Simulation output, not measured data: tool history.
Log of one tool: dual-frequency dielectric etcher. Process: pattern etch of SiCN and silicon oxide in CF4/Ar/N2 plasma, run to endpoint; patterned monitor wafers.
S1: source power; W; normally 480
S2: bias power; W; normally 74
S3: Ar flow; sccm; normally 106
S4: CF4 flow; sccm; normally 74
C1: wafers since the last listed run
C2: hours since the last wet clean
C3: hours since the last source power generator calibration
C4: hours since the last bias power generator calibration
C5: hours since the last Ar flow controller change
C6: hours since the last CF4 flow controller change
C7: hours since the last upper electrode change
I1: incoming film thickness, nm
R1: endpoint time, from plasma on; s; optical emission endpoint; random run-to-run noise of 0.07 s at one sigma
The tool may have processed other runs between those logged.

| run | hour | S1 | S2 | S3 | S4 | C1 | C2 | C3 | C4 | C5 | C6 | C7 | I1 | R1 |
|---|---|---|---|---|---|---|---|---|---|---|---|---|---|---|
| 1 | 0.0 | 480 | 74 | 106 | 74 | 0 | 145.6 | 2101.3 | 1983.1 | 5212.3 | 5047.5 | 3842.4 | 8.42 | 9.1 |
| 2 | 59.9 | 480 | 74 | 122 | 65 | 977 | 205.5 | 2161.2 | 2043.0 | 5272.2 | 5107.4 | 3902.3 | 8.46 | 9.6 |
| 3 | 110.7 | 480 | 74 | 122 | 65 | 828 | 256.3 | 2212.0 | 2093.8 | 5323.0 | 5158.2 | 3953.1 | 8.40 | 9.6 |
|  | 126.7 | Ar flow controller replaced |
| 4 | 136.2 | 480 | 74 | 122 | 65 | 318 | 281.8 | 2237.5 | 2119.3 | 9.5 | 5183.7 | 3978.6 | 8.48 | 9.7 |
| 5 | 172.8 | 480 | 62 | 113 | 74 | 597 | 318.4 | 2274.1 | 2155.9 | 46.1 | 5220.3 | 4015.2 | 8.41 | 9.9 |
| 6 | 239.8 | 550 | 68 | 86 | 87 | 1093 | 385.4 | 2341.1 | 2222.9 | 113.1 | 5287.3 | 4082.2 | 8.37 | 8.3 |
|  | 291.1 | wet clean of the chamber |
| 7 | 291.6 | 480 | 74 | 106 | 74 | 453 | 0.5 | 2392.9 | 2274.7 | 164.9 | 5339.1 | 4134.0 | 8.42 | 9.0 |
| 8 | 301.9 | 480 | 74 | 119 | 74 | 168 | 10.8 | 2403.2 | 2285.0 | 175.2 | 5349.4 | 4144.3 | 8.47 | 9.2 |
| 9 | 363.1 | 480 | 74 | 106 | 74 | 998 | 72.0 | 2464.4 | 2346.2 | 236.4 | 5410.6 | 4205.5 | 8.51 | 9.1 |
| 10 | 388.5 | 480 | 74 | 106 | 74 | 414 | 97.4 | 2489.8 | 2371.6 | 261.8 | 5436.0 | 4230.9 | 8.44 | 9.1 |
|  | 437.3 | upper electrode replaced |
| 11 | 451.6 | 400 | 59 | 82 | 68 | 637 | 160.5 | 2552.9 | 2434.7 | 324.9 | 5499.1 | 14.3 | 8.43 | 10.8 |
| 12 | 507.1 | 590 | 82 | 98 | 67 | 905 | 216.0 | 2608.4 | 2490.2 | 380.4 | 5554.6 | 69.8 | 8.27 | 7.4 |
|  | 545.3 | source power generator calibrated |
| 13 | 574.7 | 480 | 85 | 80 | 69 | 1037 | 283.6 | 29.4 | 2557.8 | 448.0 | 5622.2 | 137.4 | 8.40 | 8.5 |
|  | 588.3 | bias power generator calibrated |
|  | 611.8 | CF4 flow controller replaced |
| 14 | 613.1 | 480 | 74 | 116 | 74 | 463 | 322.0 | 67.8 | 24.8 | 486.4 | 1.3 | 175.8 | 8.46 | 9.4 |
|  | 665.8 | wet clean of the chamber |
| 15 | 675.0 | 480 | 74 | 106 | 74 | 618 | 9.2 | 129.7 | 86.7 | 548.3 | 63.2 | 237.7 | 8.46 | 9.0 |
| 16 | 732.5 | 510 | 79 | 117 | 74 | 938 | 66.7 | 187.2 | 144.2 | 605.8 | 120.7 | 295.2 | 8.35 | 8.4 |
| 17 | 760.6 | 480 | 74 | 106 | 74 | 458 | 94.8 | 215.3 | 172.3 | 633.9 | 148.8 | 323.3 | 8.27 | 8.8 |
| 18 | 831.1 | 430 | 74 | 131 | 74 | 1150 | 165.3 | 285.8 | 242.8 | 704.4 | 219.3 | 393.8 | 8.43 | 10.1 |
| 19 | 885.5 | 480 | 74 | 106 | 74 | 887 | 219.7 | 340.2 | 297.2 | 758.8 | 273.7 | 448.2 | 8.40 | 9.1 |
| 20 | 944.4 | 400 | 74 | 113 | 89 | 960 | 278.6 | 399.1 | 356.1 | 817.7 | 332.6 | 507.1 | 8.48 | 10.4 |
| 21 | 1003.7 | 440 | 74 | 106 | 81 | 967 | 337.9 | 458.4 | 415.4 | 877.0 | 391.9 | 566.4 | 8.36 | 9.8 |
|  | 1049.8 | wet clean of the chamber |
| 22 | 1067.7 | 580 | 74 | 122 | 61 | 652 | 17.9 | 522.4 | 479.4 | 941.0 | 455.9 | 630.4 | 8.35 | 8.2 |
| 23 | 1186.1 | 480 | 74 | 106 | 74 | 1931 | 136.3 | 640.8 | 597.8 | 1059.4 | 574.3 | 748.8 | 8.44 | 9.1 |

Each row is a separate what-if for the run after 23, all from the same tool condition, not one after another. Results?
| A | 1186.5 | 440 | 74 | 106 | 74 | 6 | 136.7 | 641.2 | 598.2 | 1059.8 | 574.7 | 749.2 | 8.32 | ? |
| B | 1186.5 | 440 | 63 | 115 | 74 | 6 | 136.7 | 641.2 | 598.2 | 1059.8 | 574.7 | 749.2 | 8.32 | ? |
| C | 1186.5 | 480 | 74 | 106 | 60 | 6 | 136.7 | 641.2 | 598.2 | 1059.8 | 574.7 | 749.2 | 8.32 | ? |
| D | 1186.5 | 440 | 67 | 92 | 69 | 6 | 136.7 | 641.2 | 598.2 | 1059.8 | 574.7 | 749.2 | 8.32 | ? |
| E | 1186.5 | 480 | 74 | 82 | 66 | 6 | 136.7 | 641.2 | 598.2 | 1059.8 | 574.7 | 749.2 | 8.32 | ? |

| run | R1 |
|---|---|
| A | 9.6 |
| B | 10.3 |
| C | 9.3 |
| D | 9.8 |
| E | 8.8 |
Without the tool's unlogged condition, the same runs would have read:
| run | R1 |
|---|---|
| A | 9.4 |
| B | 10.1 |
| C | 9.1 |
| D | 9.7 |
| E | 8.7 |
